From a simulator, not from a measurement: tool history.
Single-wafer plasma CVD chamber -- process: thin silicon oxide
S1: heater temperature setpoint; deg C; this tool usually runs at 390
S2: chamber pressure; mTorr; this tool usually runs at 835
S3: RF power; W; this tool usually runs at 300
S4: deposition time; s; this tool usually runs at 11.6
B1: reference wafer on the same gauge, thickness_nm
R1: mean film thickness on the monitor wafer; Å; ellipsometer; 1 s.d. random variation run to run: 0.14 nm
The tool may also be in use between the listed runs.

run    hour   S1   S2   S3    S4      B1      R1
  1     0.0  390  835  300  13.2  22.416  262.01
  2    54.7  390  835  300  13.2  22.412  261.73
  3   238.6  390  835  300  13.2  22.379  261.74
  4   291.3  390  835  280  11.6  22.391  222.34
      313.4  -- thermocouple changed; heater temperature recalibrated
      328.5  -- RF generator calibrated
  5   394.9  390  835  300  11.6  22.384  229.02
  6   429.4  390  835  300  11.6  22.397  228.72
      463.3  -- showerhead replaced
      559.6  -- gauge calibrated
  7   614.2  390  835  300  11.6  22.373  229.44
      676.4  -- capacitance manometer re-zeroed and calibrated
  8   676.9  379  835  355  11.6  22.375  252.69
  9   728.5  390  835  265  11.6  22.405  226.81
 10   787.9  385  735  340  11.6  22.399  219.67
 11   854.7  383  835  270  11.6  22.404  226.80
 12   881.0  390  835  250  11.6  22.369  217.07
 13   928.8  401  985  280  10.0  22.406  215.35
 14   965.9  390  835  300  13.2  22.396  260.92
 15  1025.6  390  835  265  10.1  22.399  189.83

What if the next run were any one of these 4? Each begins from the tool's condition after run 15:
  A  1026.0  390  835  300  11.6   ?   ?
  B  1026.0  376  835  300   9.9   ?   ?
  C  1026.0  390  835  260  11.6   ?   ?
  D  1026.0  390  835  300  13.7   ?   ?

run      B1      R1
  A  22.374  229.60
  B  22.374  197.82
  C  22.374  218.65
  D  22.374  271.02
Without the tool's hidden state the same runs would have given:
run      R1
  A  240.69
  B  207.37
  C  229.21
  D  284.11
